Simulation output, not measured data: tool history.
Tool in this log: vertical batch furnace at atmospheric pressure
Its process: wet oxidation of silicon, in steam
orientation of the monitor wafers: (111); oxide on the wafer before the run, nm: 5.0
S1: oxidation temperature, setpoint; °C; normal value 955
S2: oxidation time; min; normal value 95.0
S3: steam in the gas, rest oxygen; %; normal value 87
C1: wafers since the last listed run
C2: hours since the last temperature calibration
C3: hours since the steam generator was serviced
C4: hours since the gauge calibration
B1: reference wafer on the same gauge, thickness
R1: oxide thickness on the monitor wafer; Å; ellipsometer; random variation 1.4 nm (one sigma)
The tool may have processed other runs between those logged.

| run | hour | S1 | S2 | S3 | C1 | C2 | C3 | C4 | B1 | R1 |
|---|---|---|---|---|---|---|---|---|---|---|
| 1 | 0.0 | 955 | 130.0 | 80 | 0 | 3431.4 | 2552.1 | 671.9 | 448.55 | 5404.4 |
| 2 | 30.1 | 955 | 95.0 | 87 | 437 | 3461.5 | 2582.2 | 702.0 | 448.46 | 4636.3 |
| 3 | 65.8 | 955 | 95.0 | 87 | 519 | 3497.2 | 2617.9 | 737.7 | 449.86 | 4666.9 |
| 4 | 97.7 | 955 | 95.0 | 92 | 463 | 3529.1 | 2649.8 | 769.6 | 448.97 | 4826.1 |
| 5 | 153.6 | 955 | 95.0 | 92 | 813 | 3585.0 | 2705.7 | 825.5 | 448.88 | 4829.6 |
| 6 | 259.8 | 955 | 95.0 | 96 | 1544 | 3691.2 | 2811.9 | 931.7 | 449.09 | 4985.2 |
| 7 | 286.9 | 955 | 95.0 | 96 | 394 | 3718.3 | 2839.0 | 958.8 | 448.69 | 4946.9 |
| 8 | 336.1 | 955 | 95.0 | 96 | 715 | 3767.5 | 2888.2 | 1008.0 | 448.88 | 4979.0 |
| 9 | 365.5 | 955 | 95.0 | 87 | 427 | 3796.9 | 2917.6 | 1037.4 | 448.62 | 4670.7 |
| 10 | 428.5 | 955 | 95.0 | 87 | 916 | 3859.9 | 2980.6 | 1100.4 | 449.18 | 4682.2 |
| 11 | 496.9 | 936 | 95.0 | 87 | 994 | 3928.3 | 3049.0 | 1168.8 | 448.92 | 4108.6 |
|  | 541.8 | thermocouples replaced and temperature profile calibrated |
|  | 566.6 | steam generator serviced |
| 12 | 567.1 | 936 | 95.0 | 87 | 322 | 25.3 | 0.5 | 1239.0 | 448.90 | 4017.1 |
| 13 | 579.6 | 955 | 95.0 | 87 | 181 | 37.8 | 13.0 | 1251.5 | 449.32 | 4597.3 |
| 14 | 608.9 | 955 | 95.0 | 87 | 426 | 67.1 | 42.3 | 1280.8 | 448.98 | 4568.3 |
| 15 | 641.3 | 955 | 95.0 | 87 | 471 | 99.5 | 74.7 | 1313.2 | 449.08 | 4584.0 |
| 16 | 697.1 | 965 | 84.0 | 87 | 811 | 155.3 | 130.5 | 1369.0 | 448.92 | 4538.0 |
| 17 | 742.6 | 932 | 119.5 | 90 | 661 | 200.8 | 176.0 | 1414.5 | 449.71 | 4660.1 |
| 18 | 797.2 | 955 | 95.0 | 75 | 794 | 255.4 | 230.6 | 1469.1 | 449.34 | 4161.6 |
| 19 | 852.0 | 978 | 126.5 | 76 | 797 | 310.2 | 285.4 | 1523.9 | 448.91 | 5824.0 |
| 20 | 898.6 | 955 | 50.5 | 87 | 677 | 356.8 | 332.0 | 1570.5 | 448.94 | 2978.9 |
| 21 | 949.0 | 936 | 135.5 | 76 | 733 | 407.2 | 382.4 | 1620.9 | 449.56 | 4678.7 |
| 22 | 982.8 | 955 | 95.0 | 87 | 491 | 441.0 | 416.2 | 1654.7 | 449.15 | 4577.1 |
| 23 | 1034.7 | 955 | 140.0 | 87 | 754 | 492.9 | 468.1 | 1706.6 | 449.31 | 5894.1 |
| 24 | 1064.1 | 970 | 134.5 | 87 | 427 | 522.3 | 497.5 | 1736.0 | 448.94 | 6235.9 |
| 25 | 1123.1 | 936 | 50.5 | 95 | 858 | 581.3 | 556.5 | 1795.0 | 449.02 | 2716.6 |
| 26 | 1157.5 | 975 | 141.0 | 87 | 500 | 615.7 | 590.9 | 1829.4 | 448.79 | 6615.0 |
| 27 | 1225.9 | 955 | 95.0 | 87 | 994 | 684.1 | 659.3 | 1897.8 | 448.87 | 4596.9 |
| 28 | 1267.8 | 955 | 95.0 | 87 | 609 | 726.0 | 701.2 | 1939.7 | 448.75 | 4606.6 |
| 29 | 1324.3 | 937 | 140.0 | 91 | 821 | 782.5 | 757.7 | 1996.2 | 448.78 | 5407.1 |
|  | 1340.6 | gauge calibrated |
| 30 | 1475.2 | 946 | 95.0 | 92 | 2194 | 933.4 | 908.6 | 134.6 | 449.14 | 4478.0 |
| 31 | 1506.4 | 955 | 54.5 | 87 | 453 | 964.6 | 939.8 | 165.8 | 448.50 | 3170.9 |
| 32 | 1552.6 | 955 | 77.0 | 87 | 671 | 1010.8 | 986.0 | 212.0 | 448.79 | 4004.5 |
| 33 | 1608.7 | 934 | 95.0 | 87 | 815 | 1066.9 | 1042.1 | 268.1 | 448.94 | 3972.3 |
| 34 | 1673.2 | 945 | 135.5 | 87 | 938 | 1131.4 | 1106.6 | 332.6 | 448.93 | 5416.8 |
| 35 | 1710.4 | 955 | 95.0 | 87 | 541 | 1168.6 | 1143.8 | 369.8 | 449.02 | 4580.4 |
| 36 | 1780.5 | 955 | 113.5 | 87 | 1019 | 1238.7 | 1213.9 | 439.9 | 449.61 | 5156.5 |
| 37 | 1812.7 | 955 | 49.5 | 87 | 468 | 1270.9 | 1246.1 | 472.1 | 449.15 | 2951.7 |
| 38 | 1840.4 | 946 | 59.0 | 87 | 402 | 1298.6 | 1273.8 | 499.8 | 449.19 | 3112.6 |

Below, some changes in R1 between adjacent runs. For each, the amount present without the hidden state too (settings, incoming material, random variation) and the amount remaining for the hidden state with gauge scatter not shared by both compared results:
Hidden conditions of the tool in this case: true tube temperature minus thermocouple reading, K; steam share off its setpoint, % of the setpoint; gauge reads high (%).
Run 11 -> 12: thermocouples replaced and temperature profile calibrated, steam generator serviced. R1 -91.5 Å: hidden state -93.3, all else +1.8.
Run 19 -> 20: S1 978 -> 955, S2 126.5 -> 50.5, S3 76 -> 87. R1 -2845.1 Å: hidden state -6.4, all else -2838.7.
Run 24 -> 25: S1 970 -> 936, S2 134.5 -> 50.5, S3 87 -> 95. R1 -3519.3 Å: hidden state -9.1, all else -3510.2.
Run 25 -> 26: S1 936 -> 975, S2 50.5 -> 141.0, S3 95 -> 87. R1 +3898.4 Å: hidden state +10.5, all else +3887.9.
Run 36 -> 37: S2 113.5 -> 49.5. R1 -2204.8 Å: hidden state -9.8, all else -2195.0.

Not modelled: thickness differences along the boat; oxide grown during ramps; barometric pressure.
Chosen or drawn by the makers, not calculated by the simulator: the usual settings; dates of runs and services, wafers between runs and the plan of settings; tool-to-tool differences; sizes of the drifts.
